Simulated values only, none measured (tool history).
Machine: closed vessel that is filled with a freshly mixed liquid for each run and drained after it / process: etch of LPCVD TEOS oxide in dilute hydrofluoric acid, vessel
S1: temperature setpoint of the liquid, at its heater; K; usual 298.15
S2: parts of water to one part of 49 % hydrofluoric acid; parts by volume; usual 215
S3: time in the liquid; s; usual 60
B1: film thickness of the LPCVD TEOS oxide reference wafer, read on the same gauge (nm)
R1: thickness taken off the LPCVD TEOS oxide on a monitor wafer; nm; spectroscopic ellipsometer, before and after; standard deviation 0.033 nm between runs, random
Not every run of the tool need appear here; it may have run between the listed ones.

run	day	S1	S2	S3	B1	R1
1	0	298.15	215	60	150.03	8.93
2	0.558	298.15	215	60	149.98	8.85
3	1.104	298.15	215	60	149.98	8.83
4	2.112	298.15	215	60	150.03	8.85
5	2.742	298.15	215	60	150.01	8.87
6	3.912	298.15	215	60	150	8.86
7	4.521	298.15	215	60	150.01	9.65
8	5.267	298.15	215	60	150	9.66
9	5.542	298.15	215	70	150.01	11.32
10	6.175	298.15	215	70	150	11.28
11	6.433	298.15	215	60	149.99	9.68
12	7.171	302.15	280	45	150.03	5.98
13	7.492	298.15	215	60	150	9.64
14	8.183	298.15	215	45	150	7.28
15	8.75	294.65	215	60	150.02	8.47
16	9.192	295.65	270	45	149.98	4.96
17	9.567	302.15	135	70	149.93	22.83
18	10.212	301.15	315	50	149.98	5.44
19	10.846	296.15	300	60	150	5.87
20	11.188	300.65	215	60	149.97	10.53

Missing from the log above: 3 entries noted between runs. For each, name the pair of listed runs it sits between and say how the tool's hidden condition differs from the listed run just before to the listed run just after:
After run 5, before run 6: gauge calibrated (day 3.538)
  liquid colder than its thermometer reads (K): 2.79 -> 2.83
  measured less the result without the state, R1: -0.95 -> -0.97 nm
After run 6, before run 7: thermometer replaced (day 4.225)
  liquid colder than its thermometer reads (K): 2.83 -> 0.373
  measured less the result without the state, R1: -0.97 -> -0.13 nm
After run 9, before run 10: hydrofluoric acid flow meter replaced (day 5.788)
  liquid colder than its thermometer reads (K): 0.407 -> 0.429
  measured less the result without the state, R1: -0.17 -> -0.17 nm
